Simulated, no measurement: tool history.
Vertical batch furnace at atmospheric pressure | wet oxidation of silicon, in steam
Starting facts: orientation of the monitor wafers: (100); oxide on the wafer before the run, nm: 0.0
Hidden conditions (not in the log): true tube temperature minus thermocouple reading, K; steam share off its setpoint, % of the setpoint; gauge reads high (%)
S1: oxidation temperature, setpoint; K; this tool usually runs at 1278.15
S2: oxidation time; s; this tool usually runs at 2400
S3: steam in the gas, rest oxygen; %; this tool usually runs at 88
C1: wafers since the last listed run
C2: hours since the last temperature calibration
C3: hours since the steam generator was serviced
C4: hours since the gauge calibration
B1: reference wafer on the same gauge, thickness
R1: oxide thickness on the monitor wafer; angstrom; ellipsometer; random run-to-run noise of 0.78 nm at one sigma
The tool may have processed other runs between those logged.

{"run": 1, "hour": 0.0, "S1": 1278.15, "S2": 2400, "S3": 88, "C1": 0, "C2": 2433.7, "C3": 3274.5, "C4": 362.2, "B1": 327.84, "R1": 3099.6}
{"run": 2, "hour": 58.6, "S1": 1278.15, "S2": 2400, "S3": 88, "C1": 777, "C2": 2492.3, "C3": 3333.1, "C4": 420.8, "B1": 328.19, "R1": 3096.3}
{"run": 3, "hour": 127.7, "S1": 1278.15, "S2": 2400, "S3": 88, "C1": 916, "C2": 2561.4, "C3": 3402.2, "C4": 489.9, "B1": 328.82, "R1": 3097.4}
{"run": 4, "hour": 225.9, "S1": 1278.15, "S2": 2400, "S3": 88, "C1": 1302, "C2": 2659.6, "C3": 3500.4, "C4": 588.1, "B1": 329.56, "R1": 3114.0}
{"run": 5, "hour": 281.4, "S1": 1278.15, "S2": 2400, "S3": 97, "C1": 736, "C2": 2715.1, "C3": 3555.9, "C4": 643.6, "B1": 329.8, "R1": 3338.0}
{"run": 6, "hour": 323.1, "S1": 1278.15, "S2": 2400, "S3": 97, "C1": 553, "C2": 2756.8, "C3": 3597.6, "C4": 685.3, "B1": 329.8, "R1": 3348.8}
{"run": 7, "hour": 431.1, "S1": 1278.15, "S2": 2400, "S3": 97, "C1": 1432, "C2": 2864.8, "C3": 3705.6, "C4": 793.3, "B1": 331.23, "R1": 3354.0}
{"run": 8, "hour": 492.7, "S1": 1278.15, "S2": 2400, "S3": 88, "C1": 817, "C2": 2926.4, "C3": 3767.2, "C4": 854.9, "B1": 331.86, "R1": 3133.2}
{"run": 9, "hour": 540.7, "S1": 1278.15, "S2": 2400, "S3": 88, "C1": 636, "C2": 2974.4, "C3": 3815.2, "C4": 902.9, "B1": 332.31, "R1": 3153.8}
{"run": 10, "hour": 597.5, "S1": 1278.15, "S2": 2400, "S3": 88, "C1": 753, "C2": 3031.2, "C3": 3872.0, "C4": 959.7, "B1": 332.79, "R1": 3149.9}
{"run": 11, "hour": 643.3, "S1": 1278.15, "S2": 2400, "S3": 88, "C1": 607, "C2": 3077.0, "C3": 3917.8, "C4": 1005.5, "B1": 333.65, "R1": 3165.7}
{"hour": 672.0, "done": "steam generator serviced"}
{"run": 12, "hour": 697.9, "S1": 1278.15, "S2": 2400, "S3": 88, "C1": 405, "C2": 3131.6, "C3": 25.9, "C4": 1060.1, "B1": 334.25, "R1": 3153.6}
{"run": 13, "hour": 796.0, "S1": 1278.15, "S2": 2400, "S3": 93, "C1": 1301, "C2": 3229.7, "C3": 124.0, "C4": 1158.2, "B1": 335.72, "R1": 3306.8}
{"hour": 834.1, "done": "gauge calibrated"}
{"run": 14, "hour": 859.5, "S1": 1278.15, "S2": 2400, "S3": 88, "C1": 842, "C2": 3293.2, "C3": 187.5, "C4": 25.4, "B1": 327.24, "R1": 3091.0}
{"run": 15, "hour": 964.4, "S1": 1257.15, "S2": 1500, "S3": 94, "C1": 1391, "C2": 3398.1, "C3": 292.4, "C4": 130.3, "B1": 327.37, "R1": 1880.7}
{"run": 16, "hour": 1001.0, "S1": 1278.15, "S2": 2400, "S3": 88, "C1": 485, "C2": 3434.7, "C3": 329.0, "C4": 166.9, "B1": 327.43, "R1": 3095.7}
{"run": 17, "hour": 1102.3, "S1": 1301.15, "S2": 3180, "S3": 76, "C1": 1343, "C2": 3536.0, "C3": 430.3, "C4": 268.2, "B1": 327.7, "R1": 4021.9}
{"run": 18, "hour": 1189.3, "S1": 1259.15, "S2": 1260, "S3": 78, "C1": 1153, "C2": 3623.0, "C3": 517.3, "C4": 355.2, "B1": 328.03, "R1": 1442.7}
{"hour": 1229.0, "done": "thermocouples replaced and temperature profile calibrated"}
{"run": 19, "hour": 1274.6, "S1": 1299.15, "S2": 3060, "S3": 78, "C1": 813, "C2": 45.6, "C3": 602.6, "C4": 440.5, "B1": 328.4, "R1": 3927.3}
{"run": 20, "hour": 1376.1, "S1": 1278.15, "S2": 2400, "S3": 88, "C1": 1346, "C2": 147.1, "C3": 704.1, "C4": 542.0, "B1": 328.98, "R1": 3103.9}
{"run": 21, "hour": 1413.8, "S1": 1298.15, "S2": 2400, "S3": 88, "C1": 500, "C2": 184.8, "C3": 741.8, "C4": 579.7, "B1": 329.06, "R1": 3619.0}
{"run": 22, "hour": 1518.4, "S1": 1278.15, "S2": 2400, "S3": 88, "C1": 1387, "C2": 289.4, "C3": 846.4, "C4": 684.3, "B1": 330.06, "R1": 3114.6}
{"run": 23, "hour": 1574.4, "S1": 1278.15, "S2": 2400, "S3": 85, "C1": 742, "C2": 345.4, "C3": 902.4, "C4": 740.3, "B1": 330.86, "R1": 3059.2}
{"run": 24, "hour": 1673.4, "S1": 1278.15, "S2": 2400, "S3": 81, "C1": 1313, "C2": 444.4, "C3": 1001.4, "C4": 839.3, "B1": 331.67, "R1": 2947.2}

Expected results for the next run?
{"run": 25, "hour": 1772.1, "S1": 1278.15, "S2": 2400, "S3": 85, "C1": 1309, "C2": 543.1, "C3": 1100.1, "C4": 938.0, "B1": "?", "R1": "?"}

{"run 25": {"B1": 332.51, "R1": 3062.2}}
Were there no unlogged condition in the tool, this run, its random variation unchanged, would have produced R1 3017.5 angstrom.
